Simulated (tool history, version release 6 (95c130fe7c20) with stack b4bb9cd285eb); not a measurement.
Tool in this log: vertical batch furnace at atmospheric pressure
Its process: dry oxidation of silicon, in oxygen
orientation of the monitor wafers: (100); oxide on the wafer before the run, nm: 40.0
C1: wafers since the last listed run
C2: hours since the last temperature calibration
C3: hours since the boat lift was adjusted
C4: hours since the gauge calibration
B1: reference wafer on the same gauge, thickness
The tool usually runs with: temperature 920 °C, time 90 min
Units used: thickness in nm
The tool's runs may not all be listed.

Run 1, hour 0: usual settings; C1 0; C2 3527.9; C3 4160.3; C4 1412.7; B1 58.65. Result: thickness 58.93 nm.
Run 2, hour 96: usual settings but time 70.5 min; C1 802; C2 3623.9; C3 4256.3; C4 1508.7; B1 58.72. Result: thickness 55 nm.
Run 3, hour 196.5: usual settings but time 70.5 min; C1 840; C2 3724.4; C3 4356.8; C4 1609.2; B1 58.7. Result: thickness 55.09 nm.
Run 4, hour 272.9: usual settings but time 70.5 min; C1 639; C2 3800.8; C3 4433.2; C4 1685.6; B1 58.67. Result: thickness 55.04 nm.
Run 5, hour 350.7: usual settings; C1 650; C2 3878.6; C3 4511; C4 1763.4; B1 58.67. Result: thickness 58.79 nm.
Run 6, hour 407.7: usual settings; C1 476; C2 3935.6; C3 4568; C4 1820.4; B1 58.72. Result: thickness 58.69 nm.
Run 7, hour 458.2: usual settings; C1 422; C2 3986.1; C3 4618.5; C4 1870.9; B1 58.77. Result: thickness 58.73 nm.
Run 8, hour 559.1: usual settings; C1 843; C2 4087; C3 4719.4; C4 1971.8; B1 58.68. Result: thickness 59.13 nm.
Run 9, hour 616.6: usual settings; C1 480; C2 4144.5; C3 4776.9; C4 2029.3; B1 58.72. Result: thickness 58.86 nm.
At hour 716.1: boat lift adjusted.
Run 10, hour 716.6: usual settings; C1 635; C2 4244.5; C3 0.5; C4 2129.3; B1 58.73. Result: thickness 60.06 nm.
Run 11, hour 757.9: usual settings; C1 345; C2 4285.8; C3 41.8; C4 2170.6; B1 58.69. Result: thickness 59.99 nm.
Run 12, hour 843: usual settings; C1 711; C2 4370.9; C3 126.9; C4 2255.7; B1 58.71. Result: thickness 59.74 nm.
Run 13, hour 938.7: usual settings; C1 800; C2 4466.6; C3 222.6; C4 2351.4; B1 58.66. Result: thickness 60.08 nm.
Run 14, hour 1004.6: usual settings; C1 551; C2 4532.5; C3 288.5; C4 2417.3; B1 58.72. Result: thickness 59.95 nm.
Run 15, hour 1083.7: usual settings; C1 661; C2 4611.6; C3 367.6; C4 2496.4; B1 58.7. Result: thickness 59.91 nm.
Run 16, hour 1165.1: usual settings; C1 680; C2 4693; C3 449; C4 2577.8; B1 58.72. Result: thickness 60.42 nm.
Run 17, hour 1270.1: usual settings but temperature 935 °C, time 55 min; C1 878; C2 4798; C3 554; C4 2682.8; B1 58.68. Result: thickness 55.86 nm.
Run 18, hour 1352.2: usual settings but temperature 902 °C, time 118 min; C1 686; C2 4880.1; C3 636.1; C4 2764.9; B1 58.74. Result: thickness 59.86 nm.
At hour 1399.5: gauge calibrated.
Run 19, hour 1432.4: usual settings but time 64 min; C1 670; C2 4960.3; C3 716.3; C4 32.9; B1 58.74. Result: thickness 54.77 nm.
Run 20, hour 1522: usual settings but time 73 min; C1 749; C2 5049.9; C3 805.9; C4 122.5; B1 58.71. Result: thickness 56.58 nm.
Run 21, hour 1565: usual settings but temperature 906 °C, time 113.5 min; C1 359; C2 5092.9; C3 848.9; C4 165.5; B1 58.71. Result: thickness 60.35 nm.
Run 22, hour 1638.3: usual settings; C1 613; C2 5166.2; C3 922.2; C4 238.8; B1 58.69. Result: thickness 60.36 nm.
Run 23, hour 1703.3: usual settings; C1 543; C2 5231.2; C3 987.2; C4 303.8; B1 58.67. Result: thickness 60.27 nm.
Run 24, hour 1776.6: usual settings but temperature 935 °C, time 55 min; C1 613; C2 5304.5; C3 1060.5; C4 377.1; B1 58.73. Result: thickness 55.92 nm.
At hour 1826.3: thermocouples replaced and temperature profile calibrated.
Run 25, hour 1879.7: usual settings but temperature 900 °C, time 103 min; C1 661; C2 53.4; C3 1163.6; C4 480.2; B1 58.7. Result: thickness 55.85 nm.
Run 26, hour 1961: usual settings but temperature 914 °C, time 49.5 min; C1 680; C2 134.7; C3 1244.9; C4 561.5; B1 58.7. Result: thickness 49.99 nm.
Run 27, hour 2014.5: usual settings but temperature 903 °C, time 49 min; C1 447; C2 188.2; C3 1298.4; C4 615; B1 58.68. Result: thickness 48.59 nm.
Run 28, hour 2074.5: usual settings but time 102 min; C1 501; C2 248.2; C3 1358.4; C4 675; B1 58.76. Result: thickness 60.4 nm.
Run 29, hour 2157.9: usual settings but temperature 932 °C; C1 697; C2 331.6; C3 1441.8; C4 758.4; B1 58.68. Result: thickness 62.19 nm.
Run 30, hour 2195.3: usual settings but temperature 939 °C, time 129.5 min; C1 312; C2 369; C3 1479.2; C4 795.8; B1 58.71. Result: thickness 73.18 nm.
Run 31, hour 2275.8: usual settings but time 108 min; C1 673; C2 449.5; C3 1559.7; C4 876.3; B1 58.66. Result: thickness 61.47 nm.
Run 32, hour 2315.2: usual settings but temperature 940 °C, time 110 min; C1 329; C2 488.9; C3 1599.1; C4 915.7; B1 58.65. Result: thickness 68.84 nm.
Run 33, hour 2408.7: usual settings but temperature 899 °C, time 103.5 min; C1 782; C2 582.4; C3 1692.6; C4 1009.2; B1 58.7. Result: thickness 55.59 nm.
Run 34, hour 2486.2: usual settings but temperature 934 °C, time 60.5 min; C1 648; C2 659.9; C3 1770.1; C4 1086.7; B1 58.71. Result: thickness 55.45 nm.
Run 35, hour 2546.3: usual settings but temperature 927 °C, time 64.5 min; C1 502; C2 720; C3 1830.2; C4 1146.8; B1 58.72. Result: thickness 54.9 nm.
Run 36, hour 2644.6: usual settings; C1 822; C2 818.3; C3 1928.5; C4 1245.1; B1 58.7. Result: thickness 58.34 nm.
Run 37, hour 2736.2: usual settings but temperature 930 °C, time 124.5 min; C1 766; C2 909.9; C3 2020.1; C4 1336.7; B1 58.66. Result: thickness 68.14 nm.
Run 38, hour 2805.3: usual settings but temperature 937 °C, time 126.5 min; C1 577; C2 979; C3 2089.2; C4 1405.8; B1 58.74. Result: thickness 71.5 nm.
Run 39, hour 3022.4: usual settings but temperature 929 °C, time 48.5 min; C1 1815; C2 1196.1; C3 2306.3; C4 1622.9; B1 58.74. Result: thickness 51.75 nm.

Alternative continuations, all from the tool just after run 39; predict every row:
Run A, hour 3027.5: usual settings but temperature 900 °C; C1 42; C2 1201.2; C3 2311.4; C4 1628; B1 ?. Result: thickness ?.
Run B, hour 3027.5: usual settings but temperature 944 °C, time 115 min; C1 42; C2 1201.2; C3 2311.4; C4 1628; B1 ?. Result: thickness ?.
Run C, hour 3027.5: usual settings but temperature 935 °C, time 77 min; C1 42; C2 1201.2; C3 2311.4; C4 1628; B1 ?. Result: thickness ?.
Run D, hour 3027.5: usual settings but temperature 905 °C, time 70 min; C1 42; C2 1201.2; C3 2311.4; C4 1628; B1 ?. Result: thickness ?.

run     B1  thickness
  A  58.68      53.79
  B  58.68      71.68
  C  58.68      59.64
  D  58.68      51.82
Had the tool no hidden state, the same runs would have come out as:
run  thickness
  A      54.35
  B      72.72
  C      60.37
  D      52.29
